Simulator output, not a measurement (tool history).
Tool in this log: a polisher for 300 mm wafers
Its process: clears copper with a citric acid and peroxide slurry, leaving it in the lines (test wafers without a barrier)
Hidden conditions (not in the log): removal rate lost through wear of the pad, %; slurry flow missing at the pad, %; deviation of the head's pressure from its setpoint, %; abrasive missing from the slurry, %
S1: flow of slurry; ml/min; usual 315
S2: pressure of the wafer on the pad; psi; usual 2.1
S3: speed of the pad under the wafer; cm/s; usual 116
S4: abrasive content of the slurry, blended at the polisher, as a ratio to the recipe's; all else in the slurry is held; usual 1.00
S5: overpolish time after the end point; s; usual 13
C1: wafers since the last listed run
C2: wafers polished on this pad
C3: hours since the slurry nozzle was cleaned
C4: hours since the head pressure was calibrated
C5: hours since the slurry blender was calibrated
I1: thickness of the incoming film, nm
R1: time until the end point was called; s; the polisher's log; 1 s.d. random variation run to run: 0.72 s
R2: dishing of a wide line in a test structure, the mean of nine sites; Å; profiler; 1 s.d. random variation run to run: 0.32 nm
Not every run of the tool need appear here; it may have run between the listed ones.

run 1 hour=0.0 | S1=315 S2=2.1 S3=96 S4=1.15 S5=13 | C1=0 C2=333 C3=149.9 C4=470.4 C5=184.2 | I1=134.4 | R1=81.5 R2=154
run 2 hour=15.6 | S1=315 S2=2.1 S3=96 S4=1.15 S5=13 | C1=75 C2=409 C3=165.5 C4=486.0 C5=199.8 | I1=133.5 | R1=83.4 R2=152
run 3 hour=31.9 | S1=260 S2=2.1 S3=116 S4=1.00 S5=13 | C1=79 C2=488 C3=181.8 C4=502.3 C5=216.1 | I1=133.9 | R1=73.7 R2=179
run 4 hour=38.7 | S1=260 S2=2.1 S3=116 S4=1.00 S5=13 | C1=33 C2=521 C3=188.6 C4=509.1 C5=222.9 | I1=132.7 | R1=73.7 R2=179
run 5 hour=56.1 | S1=315 S2=1.6 S3=116 S4=1.00 S5=13 | C1=84 C2=606 C3=206.0 C4=526.5 C5=240.3 | I1=135.6 | R1=97.2 R2=135
run 6 hour=72.8 | S1=315 S2=1.6 S3=116 S4=1.00 S5=13 | C1=81 C2=688 C3=222.7 C4=543.2 C5=257.0 | I1=137.4 | R1=100.6 R2=136
run 7 hour=89.7 | S1=315 S2=1.6 S3=116 S4=1.00 S5=13 | C1=82 C2=770 C3=239.6 C4=560.1 C5=273.9 | I1=133.6 | R1=97.3 R2=130
run 8 hour=104.2 | S1=315 S2=2.1 S3=116 S4=1.00 S5=13 | C1=70 C2=840 C3=254.1 C4=574.6 C5=288.4 | I1=136.1 | R1=75.6 R2=174
run 9 hour=112.6 | S1=315 S2=2.1 S3=116 S4=1.00 S5=19 | C1=40 C2=881 C3=262.5 C4=583.0 C5=296.8 | I1=138.0 | R1=76.6 R2=244
-- hour=119.8 slurry nozzle cleaned
-- hour=125.2 head pressure recalibrated
run 10 hour=129.1 | S1=315 S2=2.1 S3=116 S4=1.00 S5=13 | C1=65 C2=947 C3=9.3 C4=3.9 C5=313.3 | I1=135.8 | R1=75.7 R2=170
-- hour=135.3 slurry blender recalibrated
run 11 hour=146.8 | S1=315 S2=2.1 S3=116 S4=1.00 S5=13 | C1=76 C2=1024 C3=27.0 C4=21.6 C5=11.5 | I1=137.6 | R1=77.8 R2=164
run 12 hour=154.5 | S1=315 S2=2.1 S3=116 S4=1.10 S5=13 | C1=37 C2=1061 C3=34.7 C4=29.3 C5=19.2 | I1=137.1 | R1=73.5 R2=170
run 13 hour=162.2 | S1=315 S2=2.1 S3=116 S4=1.00 S5=13 | C1=37 C2=1099 C3=42.4 C4=37.0 C5=26.9 | I1=135.7 | R1=75.7 R2=174
run 14 hour=176.3 | S1=315 S2=1.8 S3=140 S4=1.00 S5=13 | C1=68 C2=1167 C3=56.5 C4=51.1 C5=41.0 | I1=134.9 | R1=74.1 R2=173
-- hour=184.3 worn pad replaced by a new one
run 15 hour=191.0 | S1=315 S2=2.1 S3=116 S4=1.00 S5=13 | C1=52 C2=32 C3=71.2 C4=65.8 C5=55.7 | I1=135.2 | R1=67.8 R2=189
run 16 hour=206.1 | S1=205 S2=2.1 S3=78 S4=1.00 S5=13 | C1=73 C2=106 C3=86.3 C4=80.9 C5=70.8 | I1=133.9 | R1=107.6 R2=123
run 17 hour=216.1 | S1=270 S2=2.4 S3=96 S4=1.00 S5=13 | C1=48 C2=155 C3=96.3 C4=90.9 C5=80.8 | I1=133.7 | R1=74.5 R2=174
run 18 hour=231.0 | S1=345 S2=2.1 S3=116 S4=1.25 S5=13 | C1=72 C2=227 C3=111.2 C4=105.8 C5=95.7 | I1=133.4 | R1=66.1 R2=189
run 19 hour=247.7 | S1=315 S2=2.1 S3=116 S4=1.00 S5=13 | C1=81 C2=308 C3=127.9 C4=122.5 C5=112.4 | I1=134.6 | R1=72.5 R2=176
run 20 hour=263.0 | S1=315 S2=2.1 S3=116 S4=0.85 S5=13 | C1=74 C2=383 C3=143.2 C4=137.8 C5=127.7 | I1=133.8 | R1=75.4 R2=165
run 21 hour=277.5 | S1=215 S2=1.4 S3=116 S4=1.00 S5=13 | C1=70 C2=454 C3=157.7 C4=152.3 C5=142.2 | I1=136.4 | R1=116.1 R2=115
run 22 hour=285.6 | S1=315 S2=2.1 S3=116 S4=1.00 S5=13 | C1=39 C2=493 C3=165.8 C4=160.4 C5=150.3 | I1=133.9 | R1=74.0 R2=174
run 23 hour=298.1 | S1=315 S2=2.1 S3=116 S4=1.15 S5=17 | C1=60 C2=554 C3=178.3 C4=172.9 C5=162.8 | I1=137.0 | R1=73.1 R2=226
run 24 hour=306.3 | S1=315 S2=2.1 S3=116 S4=1.00 S5=7 | C1=39 C2=594 C3=186.5 C4=181.1 C5=171.0 | I1=133.6 | R1=74.1 R2=98
run 25 hour=322.6 | S1=315 S2=2.1 S3=116 S4=1.10 S5=8 | C1=79 C2=673 C3=202.8 C4=197.4 C5=187.3 | I1=133.9 | R1=71.9 R2=113

Forecast each of these 4 alternatives for the next run:
run A hour=323.0 | S1=315 S2=2.1 S3=116 S4=1.00 S5=13 | C1=1 C2=675 C3=203.2 C4=197.8 C5=187.7 | I1=134.7 | R1=? R2=?
run B hour=323.0 | S1=245 S2=2.1 S3=116 S4=1.15 S5=13 | C1=1 C2=675 C3=203.2 C4=197.8 C5=187.7 | I1=134.7 | R1=? R2=?
run C hour=323.0 | S1=315 S2=2.1 S3=116 S4=0.75 S5=13 | C1=1 C2=675 C3=203.2 C4=197.8 C5=187.7 | I1=134.7 | R1=? R2=?
run D hour=323.0 | S1=315 S2=1.5 S3=116 S4=0.85 S5=7 | C1=1 C2=675 C3=203.2 C4=197.8 C5=187.7 | I1=134.7 | R1=? R2=?

run=A R1=75.0 R2=174
run=B R1=73.6 R2=177
run=C R1=82.9 R2=159
run=D R1=109.6 R2=67
With no hidden state in the tool, these same runs would have given:
run=A R1=66.8 R2=194
run=B R1=65.5 R2=198
run=C R1=73.8 R2=177
run=D R1=97.6 R2=75
